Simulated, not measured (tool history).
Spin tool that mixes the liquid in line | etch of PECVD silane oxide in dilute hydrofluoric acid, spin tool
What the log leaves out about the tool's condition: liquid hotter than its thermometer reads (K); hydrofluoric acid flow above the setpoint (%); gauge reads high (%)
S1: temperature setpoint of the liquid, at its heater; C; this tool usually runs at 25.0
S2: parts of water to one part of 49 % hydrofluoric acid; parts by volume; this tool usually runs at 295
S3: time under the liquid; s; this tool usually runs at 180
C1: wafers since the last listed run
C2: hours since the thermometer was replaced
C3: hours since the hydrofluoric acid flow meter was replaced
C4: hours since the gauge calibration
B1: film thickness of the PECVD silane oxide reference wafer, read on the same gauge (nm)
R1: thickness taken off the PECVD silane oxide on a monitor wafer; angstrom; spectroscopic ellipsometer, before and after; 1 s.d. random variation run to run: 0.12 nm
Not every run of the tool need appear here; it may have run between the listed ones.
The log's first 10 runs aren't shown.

run 11 hour=204.8 | S1=25.0 S2=405 S3=180 | C1=113 C2=1645.9 C3=636.2 C4=636.9 | B1=78.09 | R1=107.1
run 12 hour=228.2 | S1=25.0 S2=405 S3=180 | C1=158 C2=1669.3 C3=659.6 C4=660.3 | B1=77.93 | R1=106.4
run 13 hour=251.4 | S1=25.0 S2=295 S3=180 | C1=156 C2=1692.5 C3=682.8 C4=683.5 | B1=77.80 | R1=164.2
run 14 hour=284.6 | S1=29.5 S2=295 S3=80 | C1=224 C2=1725.7 C3=716.0 C4=716.7 | B1=77.55 | R1=84.0
-- hour=287.1 gauge calibrated
run 15 hour=311.1 | S1=25.0 S2=405 S3=270 | C1=179 C2=1752.2 C3=742.5 C4=24.0 | B1=80.07 | R1=164.2
run 16 hour=417.2 | S1=28.0 S2=340 S3=265 | C1=717 C2=1858.3 C3=848.6 C4=130.1 | B1=80.01 | R1=222.2
run 17 hour=436.3 | S1=25.0 S2=355 S3=180 | C1=129 C2=1877.4 C3=867.7 C4=149.2 | B1=79.96 | R1=130.6
run 18 hour=502.3 | S1=21.5 S2=435 S3=85 | C1=446 C2=1943.4 C3=933.7 C4=215.2 | B1=79.88 | R1=41.8
-- hour=521.7 hydrofluoric acid flow meter replaced
run 19 hour=523.1 | S1=25.0 S2=295 S3=260 | C1=133 C2=1964.2 C3=1.4 C4=236.0 | B1=79.84 | R1=241.6
run 20 hour=548.7 | S1=28.0 S2=340 S3=265 | C1=173 C2=1989.8 C3=27.0 C4=261.6 | B1=79.77 | R1=220.6
run 21 hour=643.4 | S1=20.5 S2=210 S3=145 | C1=640 C2=2084.5 C3=121.7 C4=356.3 | B1=79.47 | R1=175.5
run 22 hour=658.9 | S1=25.0 S2=295 S3=180 | C1=104 C2=2100.0 C3=137.2 C4=371.8 | B1=79.43 | R1=166.0
run 23 hour=676.1 | S1=25.0 S2=225 S3=265 | C1=116 C2=2117.2 C3=154.4 C4=389.0 | B1=79.31 | R1=339.7
run 24 hour=709.4 | S1=25.0 S2=155 S3=70 | C1=225 C2=2150.5 C3=187.7 C4=422.3 | B1=79.21 | R1=140.9
run 25 hour=726.0 | S1=23.0 S2=295 S3=245 | C1=112 C2=2167.1 C3=204.3 C4=438.9 | B1=79.11 | R1=208.7
-- hour=733.8 thermometer replaced
run 26 hour=814.6 | S1=25.0 S2=240 S3=120 | C1=592 C2=80.8 C3=292.9 C4=527.5 | B1=78.72 | R1=139.7
run 27 hour=843.3 | S1=25.0 S2=295 S3=275 | C1=194 C2=109.5 C3=321.6 C4=556.2 | B1=78.58 | R1=249.0
run 28 hour=876.0 | S1=21.0 S2=155 S3=110 | C1=221 C2=142.2 C3=354.3 C4=588.9 | B1=78.43 | R1=190.5
-- hour=911.4 gauge calibrated
run 29 hour=952.3 | S1=25.0 S2=295 S3=180 | C1=515 C2=218.5 C3=430.6 C4=40.9 | B1=79.76 | R1=165.7
run 30 hour=975.5 | S1=25.0 S2=295 S3=75 | C1=156 C2=241.7 C3=453.8 C4=64.1 | B1=79.78 | R1=69.4
run 31 hour=998.6 | S1=29.0 S2=440 S3=145 | C1=156 C2=264.8 C3=476.9 C4=87.2 | B1=79.74 | R1=89.4
run 32 hour=1024.5 | S1=28.0 S2=445 S3=180 | C1=175 C2=290.7 C3=502.8 C4=113.1 | B1=79.74 | R1=104.5
run 33 hour=1046.0 | S1=25.0 S2=295 S3=180 | C1=145 C2=312.2 C3=524.3 C4=134.6 | B1=79.70 | R1=166.2

Branching from run 33: 4 alternative next runs. What would each branch give?
run A hour=1046.5 | S1=25.0 S2=295 S3=180 | C1=3 C2=312.7 C3=524.8 C4=135.1 | B1=? | R1=?
run B hour=1046.5 | S1=25.0 S2=400 S3=270 | C1=3 C2=312.7 C3=524.8 C4=135.1 | B1=? | R1=?
run C hour=1046.5 | S1=22.0 S2=220 S3=290 | C1=3 C2=312.7 C3=524.8 C4=135.1 | B1=? | R1=?
run D hour=1046.5 | S1=26.5 S2=250 S3=225 | C1=3 C2=312.7 C3=524.8 C4=135.1 | B1=? | R1=?

run=A B1=79.69 R1=166.0
run=B B1=79.69 R1=166.1
run=C B1=79.69 R1=347.1
run=D B1=79.69 R1=270.1
The same runs, with their run-to-run variation unchanged, on a tool lacking any hidden condition would have given:
run=A R1=166.6
run=B R1=166.7
run=C R1=348.4
run=D R1=271.1

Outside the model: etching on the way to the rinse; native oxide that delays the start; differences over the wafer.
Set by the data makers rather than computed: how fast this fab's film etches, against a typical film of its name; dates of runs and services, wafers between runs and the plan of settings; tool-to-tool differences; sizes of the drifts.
